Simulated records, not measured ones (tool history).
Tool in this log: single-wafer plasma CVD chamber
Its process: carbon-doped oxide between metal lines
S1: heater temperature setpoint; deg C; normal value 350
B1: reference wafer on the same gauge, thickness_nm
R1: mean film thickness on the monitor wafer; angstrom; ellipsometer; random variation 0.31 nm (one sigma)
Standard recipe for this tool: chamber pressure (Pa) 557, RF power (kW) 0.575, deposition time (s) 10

Run 1, hour 0: usual settings; B1 46.647. Result: R1 569.38 angstrom.
Run 2, hour 94.3: usual settings but RF power (kW) 0.64; B1 46.615. Result: R1 613.44 angstrom.
Run 3, hour 158.1: usual settings; B1 46.565. Result: R1 569.43 angstrom.
Run 4, hour 467.8: usual settings but chamber pressure (Pa) 660; B1 46.277. Result: R1 573.96 angstrom.
Run 5, hour 513.9: usual settings but chamber pressure (Pa) 660; B1 46.32. Result: R1 570.06 angstrom.
Run 6, hour 582.4: usual settings but chamber pressure (Pa) 660; B1 46.192. Result: R1 574.8 angstrom.
Run 7, hour 621.7: usual settings; B1 46.234. Result: R1 564.72 angstrom.
At hour 635.5: RF generator calibrated.
Run 8, hour 721.4: usual settings but chamber pressure (Pa) 453; B1 46.047. Result: R1 559.07 angstrom.
Run 9, hour 757.9: usual settings; B1 46.065. Result: R1 561.17 angstrom.
Run 10, hour 822.4: usual settings but RF power (kW) 0.515; B1 46.011. Result: R1 518.02 angstrom.
Run 11, hour 872.1: usual settings but chamber pressure (Pa) 620, RF power (kW) 0.53; B1 45.946. Result: R1 533.64 angstrom.
At hour 881.9: capacitance manometer re-zeroed and calibrated.
Run 12, hour 959.8: usual settings but S1 340 deg C, chamber pressure (Pa) 687; B1 45.942. Result: R1 593.4 angstrom.
Run 13, hour 1059.7: usual settings; B1 45.797. Result: R1 563.84 angstrom.
At hour 1091.9: showerhead replaced.
Run 14, hour 1140.5: usual settings but S1 340 deg C; B1 45.738. Result: R1 579.4 angstrom.
Run 15, hour 1235.6: usual settings but S1 336 deg C, chamber pressure (Pa) 672, deposition time (s) 10.8; B1 45.704. Result: R1 635.86 angstrom.
At hour 1243.2: gauge calibrated.
Run 16, hour 1309.3: usual settings but chamber pressure (Pa) 595; B1 47.428. Result: R1 589.4 angstrom.
At hour 1379: thermocouple changed; heater temperature recalibrated.
Run 17, hour 1381.1: usual settings; B1 47.469. Result: R1 584.3 angstrom.
Run 18, hour 1442: usual settings; B1 47.393. Result: R1 577.25 angstrom.
Run 19, hour 1529.5: usual settings but S1 356 deg C, chamber pressure (Pa) 436, RF power (kW) 0.515; B1 47.326. Result: R1 518.25 angstrom.
Run 20, hour 1600.6: usual settings but S1 341 deg C, chamber pressure (Pa) 457; B1 47.275. Result: R1 580.86 angstrom.
Run 21, hour 1688.2: usual settings but S1 360 deg C, chamber pressure (Pa) 479, RF power (kW) 0.485, deposition time (s) 11.3; B1 47.201. Result: R1 553.96 angstrom.
At hour 1715: RF generator calibrated.
Run 22, hour 1749: usual settings; B1 47.173. Result: R1 579.25 angstrom.

3 options for the next run, each taken on its own from the tool as it stands now. Forecast them:
Run A, hour 1749.4: usual settings but S1 346 deg C; B1 ?. Result: R1 ?.
Run B, hour 1749.4: usual settings but S1 343 deg C, chamber pressure (Pa) 621, RF power (kW) 0.485, deposition time (s) 8; B1 ?. Result: R1 ?.
Run C, hour 1749.4: usual settings but S1 355 deg C, chamber pressure (Pa) 517; B1 ?. Result: R1 ?.

run      B1      R1
  A  47.192  588.19
  B  47.192  425.87
  C  47.192  571.65
Without the tool's hidden state the same runs would have given:
run      R1
  A  592.72
  B  429.16
  C  576.06
